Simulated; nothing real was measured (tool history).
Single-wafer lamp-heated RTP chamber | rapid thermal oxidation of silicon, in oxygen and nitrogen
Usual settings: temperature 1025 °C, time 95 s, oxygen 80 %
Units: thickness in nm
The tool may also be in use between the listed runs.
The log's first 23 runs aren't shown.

run,hour,temperature,time,oxygen,wafers since the last listed run,wafers since the last pyrometer calibration,hours since the oxygen flow controller was replaced,hours since the gauge calibration,"read-back reference wafer on the same gauge, thickness",thickness
24,595.3,1034,125,80,502,4425,166.6,723.1,8.749,11.032
25,621.0,1015,129,98,381,4807,192.3,748.8,8.753,10.528
26,693.0,1013,121,51,1067,5874,264.3,820.8,8.753,7.957
27,707.6,1051,95,80,216,6091,278.9,835.4,8.749,10.937
# hour 725.4: gauge calibrated
# hour 728.4: pyrometer window cleaned and pyrometer calibrated
28,728.9,1025,95,80,197,6,300.2,3.5,8.753,8.995
29,761.4,1036,95,98,481,488,332.7,36.0,8.747,10.472
30,796.4,1025,140,80,519,1008,367.7,71.0,8.750,10.748
31,815.3,1016,95,55,280,1288,386.6,89.9,8.750,7.463
32,833.5,1025,95,80,269,1558,404.8,108.1,8.754,9.085
33,868.1,1042,127,80,513,2071,439.4,142.7,8.752,11.627

Run 34 comes next. What will it give?
34,883.9,1025,95,92,234,2305,455.2,158.5,?,?

{"run 34": {"read-back reference wafer on the same gauge, thickness": 8.747, "thickness": 9.554}}
Without the tool's hidden state the same run would have given thickness 9.496 nm.
